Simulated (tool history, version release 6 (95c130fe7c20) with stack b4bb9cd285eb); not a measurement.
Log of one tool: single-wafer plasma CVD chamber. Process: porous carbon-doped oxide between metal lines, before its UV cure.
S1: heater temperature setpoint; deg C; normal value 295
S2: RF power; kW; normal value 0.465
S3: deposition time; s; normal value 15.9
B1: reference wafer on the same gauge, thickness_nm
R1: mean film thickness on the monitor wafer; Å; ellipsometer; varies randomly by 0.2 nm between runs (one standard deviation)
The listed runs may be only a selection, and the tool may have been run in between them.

run	hour	S1	S2	S3	B1	R1
1	0.0	295	0.400	15.9	78.478	801.17
2	66.6	295	0.400	15.9	78.542	801.91
3	112.1	295	0.400	15.9	78.497	800.00
4	150.3	295	0.465	13.9	78.535	794.59
5	212.2	295	0.465	13.9	78.451	792.82
6	279.4	295	0.465	13.9	78.518	793.86
7	374.9	298	0.465	14.4	78.493	804.15
8	444.8	298	0.465	14.4	78.549	801.39
9	496.7	298	0.465	14.4	78.589	803.34
10	597.4	295	0.505	14.4	78.523	868.11
11	667.1	295	0.465	15.9	78.535	901.65
12	743.0	295	0.465	15.9	78.494	902.91
13	791.3	305	0.505	14.6	78.528	824.47
14	881.1	295	0.465	15.9	78.575	903.82
15	931.3	306	0.525	17.4	78.538	997.09
16	1002.5	288	0.525	18.1	78.481	1167.09
17	1060.3	295	0.465	18.4	78.466	1035.25
18	1133.6	295	0.465	15.9	78.586	903.08

Not shown: 5 entries that the log had between the listed runs. Between which runs, and how does the tool's hidden state differ before and after?
From run 4 to run 5: gauge calibrated (hour 182.5)
  no difference in the tool's unlogged condition between these two runs
From run 8 to run 9: showerhead replaced (hour 481.8)
  no difference in the tool's unlogged condition between these two runs
From run 9 to run 10: RF generator calibrated (hour 514.9); thermocouple changed; heater temperature recalibrated (hour 516.6)
  no difference in the tool's unlogged condition between these two runs
From run 12 to run 13: gauge calibrated (hour 744.4)
  no difference in the tool's unlogged condition between these two runs
